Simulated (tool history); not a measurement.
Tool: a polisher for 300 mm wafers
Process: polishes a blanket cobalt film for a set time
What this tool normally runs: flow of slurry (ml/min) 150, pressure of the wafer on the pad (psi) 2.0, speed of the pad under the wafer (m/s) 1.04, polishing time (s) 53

run     day  flow of slurry (ml/min)  pressure of the wafer on the pad (psi)  speed of the pad under the wafer (m/s)  polishing time (s)  wafers since the last listed run  wafers polished on this pad  hours since the slurry nozzle was cleaned  hours since the head pressure was calibrated  incoming thickness of the incoming film, nm  film removed (nm)
  1   0.000                      150                                     2.0                                    1.14                  53                                 0                          769                                      216.5                                         912.8                                       1261.6              335.8
      1.992  -- worn pad replaced by a new one
  2   2.896                      150                                     2.0                                    1.14                  53                              1011                          335                                      286.0                                         982.3                                       1234.0              335.8
  3   5.025                      150                                     2.0                                    1.14                  53                               789                         1124                                      337.1                                        1033.4                                       1235.2              331.1
  4   6.225                      150                                     2.0                                    0.94                  46                               444                         1569                                      365.9                                        1062.2                                       1255.9              243.3
      7.375  -- worn pad replaced by a new one
  5   8.492                      150                                     2.0                                    0.94                  46                               778                          413                                      420.3                                        1116.6                                       1237.8              233.0
  6   9.683                      150                                     2.0                                    0.94                  46                               441                          854                                      448.9                                        1145.2                                       1268.4              234.7
  7  12.075                      150                                     2.0                                    1.04                  53                               886                         1741                                      506.3                                        1202.6                                       1262.4              303.1
     12.529  -- worn pad replaced by a new one
  8  13.767                      150                                     2.4                                    1.04                  67                               565                          458                                      546.9                                        1243.2                                       1241.4              443.8
  9  15.792                      150                                     2.0                                    0.72                  53                               750                         1209                                      595.5                                        1291.8                                       1271.4              207.7
 10  16.862                      190                                     1.6                                    0.80                  59                               396                         1605                                      621.2                                        1317.5                                       1261.3              204.1
     17.017  -- slurry nozzle cleaned
     17.858  -- worn pad replaced by a new one
     18.325  -- head pressure recalibrated
 11  18.971                      150                                     2.0                                    1.04                  53                               673                          381                                       46.9                                          15.5                                       1248.0              331.2
 12  20.488                      185                                     2.0                                    0.82                  39                               562                          943                                       83.3                                          51.9                                       1250.1              199.1
 13  22.212                      150                                     2.0                                    1.04                  53                               639                         1582                                      124.7                                          93.3                                       1274.1              332.4
     22.421  -- worn pad replaced by a new one
 14  23.908                      150                                     2.2                                    1.16                  64                               566                          551                                      165.4                                         134.0                                       1254.5              485.0

Run-by-run hidden state of the tool:
removal rate lost through wear of the pad, %: 0, the same for each run
slurry flow missing at the pad, %: 0, the same for each run
H1: deviation of the head's pressure from its setpoint, %
run      H1
  1   -9.83
  2   -10.5
  3     -11
  4   -11.3
  5   -11.9
  6   -12.2
  7   -12.7
  8   -13.2
  9   -13.6
 10   -13.9
 11   0.499
 12   0.133
 13  -0.284
 14  -0.694
